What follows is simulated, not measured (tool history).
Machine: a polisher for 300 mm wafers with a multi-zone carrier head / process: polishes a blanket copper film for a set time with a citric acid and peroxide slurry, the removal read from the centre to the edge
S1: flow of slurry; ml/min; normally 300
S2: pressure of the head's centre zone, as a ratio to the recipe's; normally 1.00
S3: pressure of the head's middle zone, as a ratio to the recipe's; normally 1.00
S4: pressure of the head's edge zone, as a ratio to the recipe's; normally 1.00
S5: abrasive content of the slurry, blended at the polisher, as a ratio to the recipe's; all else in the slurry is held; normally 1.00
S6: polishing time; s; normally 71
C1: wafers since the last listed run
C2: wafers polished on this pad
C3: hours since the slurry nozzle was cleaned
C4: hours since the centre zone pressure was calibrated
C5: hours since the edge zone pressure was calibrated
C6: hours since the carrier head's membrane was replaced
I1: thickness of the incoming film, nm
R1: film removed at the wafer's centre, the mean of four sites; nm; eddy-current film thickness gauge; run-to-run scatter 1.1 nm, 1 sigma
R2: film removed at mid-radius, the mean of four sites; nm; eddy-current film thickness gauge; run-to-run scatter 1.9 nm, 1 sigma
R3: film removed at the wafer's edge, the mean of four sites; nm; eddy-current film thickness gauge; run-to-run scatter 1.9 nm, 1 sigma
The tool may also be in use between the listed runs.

run,hour,S1,S2,S3,S4,S5,S6,C1,C2,C3,C4,C5,C6,I1,R1,R2,R3
1,0.0,300,1.00,1.00,1.00,1.00,61,0,510,171.0,1097.7,109.4,1265.5,1120.5,136.4,138.0,141.0
2,50.9,300,1.00,1.07,1.00,1.00,71,530,1040,221.9,1148.6,160.3,1316.4,1115.8,158.7,168.8,162.5
3,98.7,300,1.00,1.07,1.00,1.00,71,497,1538,269.7,1196.4,208.1,1364.2,1109.0,159.2,170.4,164.1
4,171.7,300,1.00,1.07,1.00,1.00,71,760,2298,342.7,1269.4,281.1,1437.2,1122.1,159.4,166.8,165.3
# hour 209.8: centre zone pressure recalibrated
5,235.6,300,0.93,1.00,1.00,0.90,71,644,2943,406.6,25.8,345.0,1501.1,1087.8,149.6,156.3,161.5
6,326.5,300,1.03,1.10,0.91,1.00,56,946,3889,497.5,116.7,435.9,1592.0,1119.8,134.3,138.5,125.6
# hour 377.3: slurry nozzle cleaned
# hour 403.3: worn pad replaced by a new one
7,416.3,300,0.88,1.00,0.92,1.00,71,883,135,39.0,206.5,525.7,1681.8,1116.1,144.6,156.4,159.0
# hour 446.8: carrier head's membrane replaced by a new one
8,492.6,405,1.10,1.07,1.00,1.00,60,742,878,115.3,282.8,602.0,45.8,1119.8,153.3,145.4,140.6
9,566.7,300,0.95,1.00,0.93,1.00,71,771,1650,189.4,356.9,676.1,119.9,1130.9,152.6,162.4,161.5
10,616.3,300,1.00,1.09,1.00,1.00,71,516,2166,239.0,406.5,725.7,169.5,1099.8,162.6,174.2,163.6
11,723.5,205,0.89,0.91,0.96,1.00,71,1116,3282,346.2,513.7,832.9,276.7,1095.1,136.6,144.8,153.8
12,788.2,300,1.00,1.12,1.09,1.20,60,673,3956,410.9,578.4,897.6,341.4,1123.4,142.0,154.5,153.7
# hour 840.9: worn pad replaced by a new one
# hour 885.1: slurry nozzle cleaned
13,890.2,245,0.94,0.95,1.00,0.75,71,1010,503,5.1,680.4,999.6,443.4,1104.8,137.5,142.9,152.1
14,945.6,300,1.00,1.00,1.00,1.00,71,576,1080,60.5,735.8,1055.0,498.8,1108.7,157.6,160.2,164.5
15,999.9,300,0.96,1.00,0.92,1.10,71,565,1645,114.8,790.1,1109.3,553.1,1113.6,155.9,167.0,159.2
16,1054.1,300,1.11,1.00,1.00,1.00,71,564,2210,169.0,844.3,1163.5,607.3,1129.6,178.6,159.8,164.1
# hour 1066.4: edge zone pressure recalibrated
17,1101.2,300,1.00,1.00,1.00,1.00,71,469,2679,216.1,891.4,34.8,654.4,1122.5,160.1,158.9,161.4
18,1208.3,300,1.10,1.00,1.00,1.00,71,1115,3795,323.2,998.5,141.9,761.5,1103.3,174.2,159.9,164.5
# hour 1294.2: slurry nozzle cleaned
19,1316.0,300,0.91,1.00,1.00,0.80,91,1111,4906,21.8,1106.2,249.6,869.2,1119.5,175.3,196.4,199.7
# hour 1332.4: worn pad replaced by a new one
20,1378.4,300,1.00,1.00,1.04,1.15,71,608,479,84.2,1168.6,312.0,931.6,1117.6,163.4,167.3,174.6
# hour 1453.6: centre zone pressure recalibrated
21,1466.9,300,1.00,1.00,1.00,1.00,71,900,1380,172.7,13.3,400.5,1020.1,1112.1,165.9,160.8,160.8
22,1509.5,270,0.93,1.00,1.00,0.90,81,443,1823,215.3,55.9,443.1,1062.7,1093.6,168.2,177.7,180.9

Consider 3 possible next runs. They are alternatives, not a sequence: every one starts from the tool as it was left by run 22. What does each give?
A,1509.9,300,1.00,1.00,1.00,1.20,71,4,1827,215.7,56.3,443.5,1063.1,1115.7,?,?,?
B,1509.9,300,1.00,0.92,1.09,1.00,88,4,1827,215.7,56.3,443.5,1063.1,1115.7,?,?,?
C,1509.9,300,0.92,1.00,1.00,1.00,71,4,1827,215.7,56.3,443.5,1063.1,1115.7,?,?,?

run,R1,R2,R3
A,170.7,166.5,170.8
B,202.9,185.1,211.4
C,150.6,159.9,163.9
With no hidden state in the tool, these same runs would have given:
run,R1,R2,R3
A,171.3,166.5,170.8
B,203.7,185.1,211.4
C,151.2,159.9,163.9
